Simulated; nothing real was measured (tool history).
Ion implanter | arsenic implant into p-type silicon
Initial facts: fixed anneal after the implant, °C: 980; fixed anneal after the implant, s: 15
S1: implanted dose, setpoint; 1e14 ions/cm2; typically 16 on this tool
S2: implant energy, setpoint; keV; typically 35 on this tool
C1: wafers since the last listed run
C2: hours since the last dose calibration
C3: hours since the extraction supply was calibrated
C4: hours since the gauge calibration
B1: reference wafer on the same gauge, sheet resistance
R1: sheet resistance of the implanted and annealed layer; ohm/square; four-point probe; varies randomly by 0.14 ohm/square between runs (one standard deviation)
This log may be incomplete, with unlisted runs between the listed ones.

Run 1, hour 0: usual settings but S2 30.5 keV; C1 0; C2 891.8; C3 7271.2; C4 221.8; B1 95.37. Result: R1 94.89 ohm/square.
Run 2, hour 13: usual settings but S2 30.5 keV; C1 335; C2 904.8; C3 7284.2; C4 234.8; B1 95.38. Result: R1 94.72 ohm/square.
Run 3, hour 29.4: usual settings but S2 30.5 keV; C1 422; C2 921.2; C3 7300.6; C4 251.2; B1 95.43. Result: R1 95.02 ohm/square.
Run 4, hour 66.6: usual settings but S2 40 keV; C1 959; C2 958.4; C3 7337.8; C4 288.4; B1 95.45. Result: R1 84.11 ohm/square.
Run 5, hour 81.8: usual settings but S2 40 keV; C1 392; C2 973.6; C3 7353; C4 303.6; B1 95.44. Result: R1 84.13 ohm/square.
At hour 120.7: gauge calibrated.
Run 6, hour 132.2: usual settings; C1 1299; C2 1024; C3 7403.4; C4 11.5; B1 95.44. Result: R1 89 ohm/square.
Run 7, hour 138.2: usual settings; C1 154; C2 1030; C3 7409.4; C4 17.5; B1 95.33. Result: R1 89.01 ohm/square.
Run 8, hour 155.1: usual settings but S1 13.31 1e14 ions/cm2, S2 31.5 keV; C1 435; C2 1046.9; C3 7426.3; C4 34.4; B1 95.41. Result: R1 98.22 ohm/square.
Run 9, hour 161.9: usual settings; C1 175; C2 1053.7; C3 7433.1; C4 41.2; B1 95.41. Result: R1 89.15 ohm/square.
At hour 175.5: Faraday cup replaced and dose calibrated.
Run 10, hour 176: usual settings; C1 157; C2 0.5; C3 7447.2; C4 55.3; B1 95.42. Result: R1 90.65 ohm/square.
Run 11, hour 192.1: usual settings; C1 415; C2 16.6; C3 7463.3; C4 71.4; B1 95.39. Result: R1 90.75 ohm/square.
Run 12, hour 199.5: usual settings but S1 12.94 1e14 ions/cm2, S2 38.5 keV; C1 190; C2 24; C3 7470.7; C4 78.8; B1 95.42. Result: R1 94.04 ohm/square.
Run 13, hour 207.2: usual settings; C1 198; C2 31.7; C3 7478.4; C4 86.5; B1 95.41. Result: R1 90.52 ohm/square.
Run 14, hour 225.1: usual settings but S1 11.62 1e14 ions/cm2; C1 461; C2 49.6; C3 7496.3; C4 104.4; B1 95.36. Result: R1 102.41 ohm/square.
At hour 239.4: extraction supply calibrated.
Run 15, hour 239.9: usual settings but S2 28 keV; C1 175; C2 64.4; C3 0.5; C4 119.2; B1 95.44. Result: R1 99.98 ohm/square.
Run 16, hour 270.3: usual settings but S2 24 keV; C1 784; C2 94.8; C3 30.9; C4 149.6; B1 95.42. Result: R1 107.22 ohm/square.
Run 17, hour 285: usual settings; C1 379; C2 109.5; C3 45.6; C4 164.3; B1 95.35. Result: R1 90.44 ohm/square.
Run 18, hour 301: usual settings but S1 13.86 1e14 ions/cm2, S2 43 keV; C1 412; C2 125.5; C3 61.6; C4 180.3; B1 95.35. Result: R1 87.77 ohm/square.
Run 19, hour 309.1: usual settings but S1 18.83 1e14 ions/cm2, S2 29 keV; C1 208; C2 133.6; C3 69.7; C4 188.4; B1 95.43. Result: R1 95.12 ohm/square.
Run 20, hour 326.6: usual settings but S2 29.5 keV; C1 451; C2 151.1; C3 87.2; C4 205.9; B1 95.39. Result: R1 97.45 ohm/square.
Run 21, hour 338.8: usual settings but S1 17.9 1e14 ions/cm2, S2 31.5 keV; C1 314; C2 163.3; C3 99.4; C4 218.1; B1 95.36. Result: R1 92.1 ohm/square.
Run 22, hour 355.4: usual settings; C1 428; C2 179.9; C3 116; C4 234.7; B1 95.32. Result: R1 90.01 ohm/square.
Run 23, hour 363.8: usual settings but S1 18.65 1e14 ions/cm2, S2 41 keV; C1 216; C2 188.3; C3 124.4; C4 243.1; B1 95.43. Result: R1 80.85 ohm/square.

Alternative continuations, all from the tool just after run 23; predict every row:
Run A, hour 364.2: usual settings but S1 13.52 1e14 ions/cm2; C1 10; C2 188.7; C3 124.8; C4 243.5; B1 ?. Result: R1 ?.
Run B, hour 364.2: usual settings but S2 28.5 keV; C1 10; C2 188.7; C3 124.8; C4 243.5; B1 ?. Result: R1 ?.
Run C, hour 364.2: usual settings but S1 20.64 1e14 ions/cm2, S2 46.5 keV; C1 10; C2 188.7; C3 124.8; C4 243.5; B1 ?. Result: R1 ?.

run     B1     R1
  A  95.38   95.3
  B  95.38  98.81
  C  95.38  74.69
Stripped of hidden state, with their random variation kept, the same runs would have yielded:
run     R1
  A  95.39
  B  98.87
  C  74.74
